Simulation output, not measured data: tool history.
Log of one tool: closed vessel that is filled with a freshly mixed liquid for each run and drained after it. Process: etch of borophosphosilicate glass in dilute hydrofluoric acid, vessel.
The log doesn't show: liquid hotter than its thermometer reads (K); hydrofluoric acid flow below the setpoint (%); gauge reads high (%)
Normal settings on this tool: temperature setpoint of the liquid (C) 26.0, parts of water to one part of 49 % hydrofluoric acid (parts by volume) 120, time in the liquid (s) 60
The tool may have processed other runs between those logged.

| run | hour | temperature setpoint of the liquid (C) | parts of water to one part of 49 % hydrofluoric acid (parts by volume) | time in the liquid (s) | wafers since the last listed run | hours since the thermometer was replaced | hours since the hydrofluoric acid flow meter was replaced | hours since the gauge calibration | read-back film thickness of the borophosphosilicate glass reference wafer, read on the same gauge (nm) | thickness taken off the borophosphosilicate glass on a monitor wafer (Å) |
|---|---|---|---|---|---|---|---|---|---|---|
| 1 | 0.0 | 23.0 | 120 | 60 | 0 | 474.7 | 1902.9 | 186.8 | 120.03 | 257.8 |
| 2 | 36.1 | 23.0 | 120 | 60 | 3117 | 510.8 | 1939.0 | 222.9 | 119.99 | 255.5 |
| 3 | 71.9 | 26.0 | 120 | 60 | 3091 | 546.6 | 1974.8 | 258.7 | 120.00 | 288.7 |
|  | 83.9 | thermometer replaced |
| 4 | 262.8 | 26.0 | 120 | 60 | 16400 | 178.9 | 2165.7 | 449.6 | 119.98 | 278.9 |
|  | 303.5 | hydrofluoric acid flow meter replaced |
|  | 327.6 | gauge calibrated |
| 5 | 329.5 | 27.5 | 120 | 60 | 5673 | 245.6 | 26.0 | 1.9 | 120.05 | 343.6 |
| 6 | 380.2 | 27.5 | 120 | 60 | 4378 | 296.3 | 76.7 | 52.6 | 120.01 | 349.8 |
| 7 | 425.0 | 27.5 | 120 | 60 | 3869 | 341.1 | 121.5 | 97.4 | 120.00 | 349.4 |
| 8 | 484.9 | 26.0 | 120 | 60 | 5173 | 401.0 | 181.4 | 157.3 | 119.99 | 328.2 |
| 9 | 519.0 | 26.0 | 120 | 60 | 2944 | 435.1 | 215.5 | 191.4 | 120.04 | 330.7 |
| 10 | 573.6 | 24.5 | 65 | 45 | 4715 | 489.7 | 270.1 | 246.0 | 120.01 | 463.1 |
|  | 578.3 | thermometer replaced |
| 11 | 627.9 | 26.0 | 120 | 30 | 4603 | 49.6 | 324.4 | 300.3 | 119.98 | 153.5 |
| 12 | 687.9 | 31.0 | 155 | 50 | 5181 | 109.6 | 384.4 | 360.3 | 119.98 | 230.1 |

The next listed run, before its measurement:
| 13 | 732.3 | 26.0 | 100 | 50 | 3834 | 154.0 | 428.8 | 404.7 | ? | ? |

Run 13 yielded read-back film thickness of the borophosphosilicate glass reference wafer, read on the same gauge (nm) 120.00, thickness taken off the borophosphosilicate glass on a monitor wafer (Å) 320.6.
Had the tool carried no hidden state, the very same run would have given thickness taken off the borophosphosilicate glass on a monitor wafer (Å) 321.2.
